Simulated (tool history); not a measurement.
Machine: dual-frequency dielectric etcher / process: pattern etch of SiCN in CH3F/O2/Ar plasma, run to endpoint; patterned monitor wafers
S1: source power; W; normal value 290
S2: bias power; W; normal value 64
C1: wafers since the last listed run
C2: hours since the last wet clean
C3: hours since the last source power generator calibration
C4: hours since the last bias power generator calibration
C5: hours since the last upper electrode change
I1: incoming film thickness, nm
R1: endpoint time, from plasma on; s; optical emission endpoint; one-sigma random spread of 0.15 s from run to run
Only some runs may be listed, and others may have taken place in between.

run,hour,S1,S2,C1,C2,C3,C4,C5,I1,R1
1,0.0,290,53,0,289.5,3598.1,3967.1,5830.2,7.91,27.4
2,45.4,290,64,748,334.9,3643.5,4012.5,5875.6,7.86,25.1
3,99.3,290,64,888,388.8,3697.4,4066.4,5929.5,7.85,24.9
4,152.6,320,64,878,442.1,3750.7,4119.7,5982.8,7.92,24.5
5,195.1,320,64,700,484.6,3793.2,4162.2,6025.3,7.90,24.5
6,259.8,320,64,1066,549.3,3857.9,4226.9,6090.0,7.81,24.0
# hour 320.5: wet clean of the chamber
7,321.0,290,58,613,0.5,3919.1,4288.1,6151.2,7.92,25.5
8,325.8,280,64,79,5.3,3923.9,4292.9,6156.0,7.96,24.8
9,370.3,280,64,733,49.8,3968.4,4337.4,6200.5,7.93,24.5
10,413.3,290,64,708,92.8,4011.4,4380.4,6243.5,7.88,24.1
11,473.6,320,64,993,153.1,4071.7,4440.7,6303.8,7.81,23.4
# hour 499.9: upper electrode replaced
12,500.4,360,56,46,179.9,4098.5,4467.5,0.5,7.93,24.3
# hour 505.4: source power generator calibrated
# hour 524.9: wet clean of the chamber, repeated, since the last time left the tool worse
13,551.9,260,80,460,27.0,46.5,4519.0,52.0,7.99,24.7
# hour 608.7: bias power generator calibrated
14,609.2,360,72,878,84.3,103.8,0.5,109.3,7.95,23.8
15,677.6,340,64,1127,152.7,172.2,68.9,177.7,7.82,24.1
16,734.2,320,64,933,209.3,228.8,125.5,234.3,7.83,24.6
17,772.2,330,53,626,247.3,266.8,163.5,272.3,7.93,26.0
18,834.1,290,64,1020,309.2,328.7,225.4,334.2,7.86,25.0
19,892.8,280,64,967,367.9,387.4,284.1,392.9,7.95,25.6
# hour 1017.5: wet clean of the chamber
20,1027.0,270,72,1816,9.5,521.6,418.3,527.1,7.87,25.1
21,1085.0,290,54,956,67.5,579.6,476.3,585.1,7.87,27.0

What was the tool's hidden state at every run in the log?
source power that arrives over what is set, %: 0 in every run
bias power that arrives over what is set, %: 0 in every run
H1: etch rate over this chamber's usual, %
run,H1
1,1.75
2,2.02
3,2.33
4,2.64
5,2.89
6,3.26
7,5.72
8,5.75
9,6.01
10,6.26
11,6.61
12,6.77
13,0.395
14,0.728
15,1.13
16,1.45
17,1.68
18,2.03
19,2.38
20,-0.282
21,0.055

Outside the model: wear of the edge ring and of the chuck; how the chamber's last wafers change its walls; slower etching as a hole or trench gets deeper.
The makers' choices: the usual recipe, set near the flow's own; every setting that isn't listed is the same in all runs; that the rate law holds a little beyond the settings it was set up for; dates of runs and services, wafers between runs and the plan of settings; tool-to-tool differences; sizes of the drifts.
